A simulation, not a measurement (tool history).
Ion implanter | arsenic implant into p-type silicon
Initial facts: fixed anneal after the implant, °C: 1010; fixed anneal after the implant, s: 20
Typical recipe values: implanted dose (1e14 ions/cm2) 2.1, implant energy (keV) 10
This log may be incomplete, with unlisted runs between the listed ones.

| run | hour | implanted dose (1e14 ions/cm2) | implant energy (keV) | read-back reference wafer on the same gauge, sheet resistance | sheet resistance of the implanted and annealed layer (ohm/square) |
|---|---|---|---|---|---|
| 1 | 0 | 2.1 | 12.5 | 333.04 | 400.75 |
| 2 | 48.4 | 2.1 | 12.5 | 332.99 | 400.35 |
| 3 | 102.4 | 2.1 | 10 | 333.06 | 411.8 |
| 4 | 145.8 | 2.1 | 10 | 333.12 | 410.3 |
| 5 | 202.5 | 2.1 | 10 | 332.99 | 410.58 |
| 6 | 247.5 | 2.1 | 12 | 333.05 | 402.09 |
| 7 | 302.8 | 2.1 | 12 | 333.13 | 402.71 |
| 8 | 371.5 | 2.1 | 12 | 332.9 | 401.45 |
| 9 | 419.9 | 2.1 | 10 | 333.06 | 408.99 |
| 10 | 491.7 | 2.1 | 10 | 333.02 | 409.6 |
| 11 | 560.1 | 2.1 | 10 | 332.94 | 409.26 |
| 12 | 586.3 | 2.1 | 10 | 332.92 | 408.26 |
| 13 | 648.2 | 2.1 | 10 | 333.03 | 408.42 |
| 14 | 712.2 | 2.1 | 10 | 332.99 | 407 |
| 15 | 775.3 | 2.1 | 10 | 332.85 | 407.61 |
| 16 | 836.6 | 1.6 | 10 | 332.94 | 504.05 |
| 17 | 893.7 | 1.6 | 10 | 333.04 | 502.28 |
|  | 979 | extraction supply calibrated |
| 18 | 1094.2 | 2.39 | 10 | 333.11 | 369.29 |
|  | 1183.4 | gauge calibrated |
| 19 | 1277.5 | 1.54 | 10 | 332.84 | 517.37 |
| 20 | 1319.5 | 2.1 | 10 | 333.06 | 406.55 |
| 21 | 1362.3 | 2.1 | 10 | 333.09 | 406.04 |
| 22 | 1389.3 | 2.47 | 8 | 332.97 | 366.73 |
| 23 | 1420 | 2.1 | 10 | 332.92 | 407.05 |
| 24 | 1491.8 | 2.1 | 10 | 333.02 | 406.3 |
| 25 | 1557.2 | 2.53 | 6.5 | 332.92 | 364.88 |
| 26 | 1623.6 | 1.74 | 10 | 333.03 | 466.84 |
| 27 | 1686.4 | 1.71 | 13 | 333.05 | 461.23 |
|  | 1719.6 | Faraday cup replaced and dose calibrated |
| 28 | 1734.6 | 2.1 | 10 | 333.04 | 416.35 |
| 29 | 1766.7 | 2.1 | 7 | 332.93 | 429.67 |
| 30 | 1976 | 2.72 | 10 | 333 | 340.71 |
| 31 | 2023.3 | 1.88 | 7 | 333.18 | 467.05 |
| 32 | 2048.8 | 2.1 | 10 | 333.08 | 415.11 |
| 33 | 2093.4 | 1.77 | 6.5 | 333.01 | 492.43 |
| 34 | 2130.2 | 1.78 | 7 | 332.95 | 486.31 |
| 35 | 2155.8 | 2.1 | 7.5 | 333.02 | 425.67 |
| 36 | 2199.9 | 2.36 | 9 | 333.05 | 381.59 |
| 37 | 2270.3 | 2.52 | 9 | 333.05 | 364.11 |

4 options for the next run, each taken on its own from the tool as it stands now. Forecast them:
| A | 2270.7 | 2.65 | 10 | ? | ? |
| B | 2270.7 | 2.45 | 12 | ? | ? |
| C | 2270.7 | 1.79 | 13 | ? | ? |
| D | 2270.7 | 1.7 | 13 | ? | ? |

| run | read-back reference wafer on the same gauge, sheet resistance | sheet resistance of the implanted and annealed layer (ohm/square) |
|---|---|---|
| A | 332.99 | 344.02 |
| B | 332.99 | 358.82 |
| C | 332.99 | 452.08 |
| D | 332.99 | 470.14 |
The same runs, with their run-to-run variation unchanged, on a tool lacking any hidden condition would have given:
| run | sheet resistance of the implanted and annealed layer (ohm/square) |
|---|---|
| A | 345.07 |
| B | 359.91 |
| C | 453.43 |
| D | 471.55 |
